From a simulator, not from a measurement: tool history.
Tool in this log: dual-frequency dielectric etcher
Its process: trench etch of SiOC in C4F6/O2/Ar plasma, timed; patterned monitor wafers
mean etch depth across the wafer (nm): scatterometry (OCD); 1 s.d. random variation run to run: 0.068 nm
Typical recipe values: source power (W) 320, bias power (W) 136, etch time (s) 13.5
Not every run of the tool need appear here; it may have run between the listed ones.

| run | day | source power (W) | bias power (W) | etch time (s) | wafers since the last listed run | hours since the last wet clean | hours since the last source power generator calibration | hours since the last bias power generator calibration | hours since the last upper electrode change | hours since the gauge calibration | read-back reference wafer on the same gauge, depth_nm | mean etch depth across the wafer (nm) |
|---|---|---|---|---|---|---|---|---|---|---|---|---|
| 1 | 0 | 320 | 136 | 13.5 | 0 | 353.7 | 3433.6 | 3029.9 | 1930 | 348.3 | 29.98 | 26.43 |
| 2 | 0.567 | 320 | 136 | 13.5 | 176 | 367.3 | 3447.2 | 3043.5 | 1943.6 | 361.9 | 30.02 | 26.28 |
| 3 | 2.046 | 320 | 136 | 13.5 | 460 | 402.8 | 3482.7 | 3079 | 1979.1 | 397.4 | 29.99 | 26.5 |
| 4 | 2.946 | 320 | 136 | 16.5 | 280 | 424.4 | 3504.3 | 3100.6 | 2000.7 | 419 | 30 | 32.31 |
| 5 | 4.225 | 320 | 136 | 15 | 398 | 455.1 | 3535 | 3131.3 | 2031.4 | 449.7 | 30 | 29.37 |
| 6 | 5.158 | 320 | 136 | 15 | 290 | 477.5 | 3557.4 | 3153.7 | 2053.8 | 472.1 | 30.01 | 29.52 |
| 7 | 5.892 | 320 | 118 | 13.5 | 228 | 495.1 | 3575 | 3171.3 | 2071.4 | 489.7 | 29.98 | 25.44 |
|  | 6.896 | gauge calibrated |
| 8 | 7.317 | 320 | 118 | 13.5 | 443 | 529.3 | 3609.2 | 3205.5 | 2105.6 | 10.1 | 30.01 | 25.47 |
| 9 | 7.846 | 320 | 118 | 13.5 | 164 | 542 | 3621.9 | 3218.2 | 2118.3 | 22.8 | 30 | 25.52 |
| 10 | 8.425 | 320 | 149 | 15.5 | 180 | 555.9 | 3635.8 | 3232.1 | 2132.2 | 36.7 | 30 | 31.45 |
| 11 | 9.05 | 320 | 136 | 15.5 | 194 | 570.9 | 3650.8 | 3247.1 | 2147.2 | 51.7 | 30.01 | 30.45 |
| 12 | 9.642 | 320 | 128 | 13.5 | 184 | 585.1 | 3665 | 3261.3 | 2161.4 | 65.9 | 30 | 26.15 |
| 13 | 10.546 | 320 | 118 | 13.5 | 281 | 606.8 | 3686.7 | 3283 | 2183.1 | 87.6 | 29.99 | 25.64 |
|  | 10.758 | bias power generator calibrated |
|  | 12.179 | wet clean of the chamber |
| 14 | 12.2 | 340 | 136 | 10 | 151 | 0.5 | 3726.4 | 34.6 | 2222.8 | 127.3 | 29.99 | 19.87 |
|  | 13.388 | upper electrode replaced, of another model than before |
| 15 | 13.408 | 360 | 136 | 15 | 64 | 29.5 | 3755.4 | 63.6 | 0.5 | 156.3 | 30 | 30.18 |
| 16 | 14.071 | 350 | 136 | 12 | 206 | 45.4 | 3771.3 | 79.5 | 16.4 | 172.2 | 30 | 23.92 |
| 17 | 15.512 | 320 | 145 | 13.5 | 448 | 80 | 3805.9 | 114.1 | 51 | 206.8 | 30.03 | 26.69 |
| 18 | 16.383 | 320 | 136 | 17.5 | 271 | 100.9 | 3826.8 | 135 | 71.9 | 227.7 | 30 | 33.79 |
|  | 16.979 | source power generator calibrated |
| 19 | 17.117 | 290 | 119 | 13.5 | 176 | 118.5 | 3.3 | 152.6 | 89.5 | 245.3 | 29.99 | 23.92 |
| 20 | 17.667 | 320 | 136 | 13.5 | 171 | 131.7 | 16.5 | 165.8 | 102.7 | 258.5 | 30 | 25.99 |
| 21 | 19.054 | 320 | 136 | 13.5 | 431 | 165 | 49.8 | 199.1 | 136 | 291.8 | 29.97 | 26.27 |
| 22 | 20.117 | 320 | 103 | 13.5 | 330 | 190.5 | 75.3 | 224.6 | 161.5 | 317.3 | 30 | 23.44 |
| 23 | 20.908 | 320 | 136 | 13.5 | 246 | 209.5 | 94.3 | 243.6 | 180.5 | 336.3 | 30.01 | 26.25 |
| 24 | 22.375 | 320 | 115 | 15.5 | 456 | 244.7 | 129.5 | 278.8 | 215.7 | 371.5 | 29.99 | 28.34 |
| 25 | 23.467 | 320 | 136 | 10 | 339 | 270.9 | 155.7 | 305 | 241.9 | 397.7 | 30 | 19.36 |
| 26 | 24.538 | 390 | 136 | 13.5 | 333 | 296.6 | 181.4 | 330.7 | 267.6 | 423.4 | 30.02 | 28.36 |
| 27 | 25.738 | 370 | 159 | 11.5 | 373 | 325.4 | 210.2 | 359.5 | 296.4 | 452.2 | 30.01 | 25.33 |
| 28 | 26.646 | 370 | 147 | 12 | 282 | 347.2 | 232 | 381.3 | 318.2 | 474 | 29.99 | 25.48 |
| 29 | 27.438 | 320 | 136 | 13.5 | 246 | 366.2 | 251 | 400.3 | 337.2 | 493 | 30.01 | 26.34 |
| 30 | 28.1 | 320 | 136 | 13.5 | 206 | 382.1 | 266.9 | 416.2 | 353.1 | 508.9 | 30 | 26.52 |
| 31 | 29.358 | 320 | 136 | 11.5 | 391 | 412.3 | 297.1 | 446.4 | 383.3 | 539.1 | 29.99 | 22.58 |

Hidden state or all else? Some run-to-run changes of mean etch depth across the wafer (nm), split into what the settings, what came in and random variation would give without the hidden state, and what is left for the hidden state (with any gauge scatter that isn't in both results):
Hidden state at play: etch rate over this chamber's usual, %; source power that arrives over what is set, %; bias power that arrives over what is set, %; gauge reads high (%).
Run 9 -> 10: bias power (W) 118 -> 149, etch time (s) 13.5 -> 15.5. mean etch depth across the wafer (nm) +5.93: hidden state +0.19, all else +5.74.
Run 13 -> 14: source power (W) 320 -> 340, bias power (W) 118 -> 136, etch time (s) 13.5 -> 10, bias power generator calibrated, wet clean of the chamber. mean etch depth across the wafer (nm) -5.77: hidden state -0.73, all else -5.04.
Run 14 -> 15: source power (W) 340 -> 360, etch time (s) 10 -> 15, upper electrode replaced, of another model than before. mean etch depth across the wafer (nm) +10.31: hidden state +0.07, all else +10.24.
Run 18 -> 19: source power (W) 320 -> 290, bias power (W) 136 -> 119, etch time (s) 17.5 -> 13.5, source power generator calibrated. mean etch depth across the wafer (nm) -9.87: hidden state -0.06, all else -9.81.
Run 25 -> 26: source power (W) 320 -> 390, etch time (s) 10 -> 13.5. mean etch depth across the wafer (nm) +9: hidden state +0.18, all else +8.82.
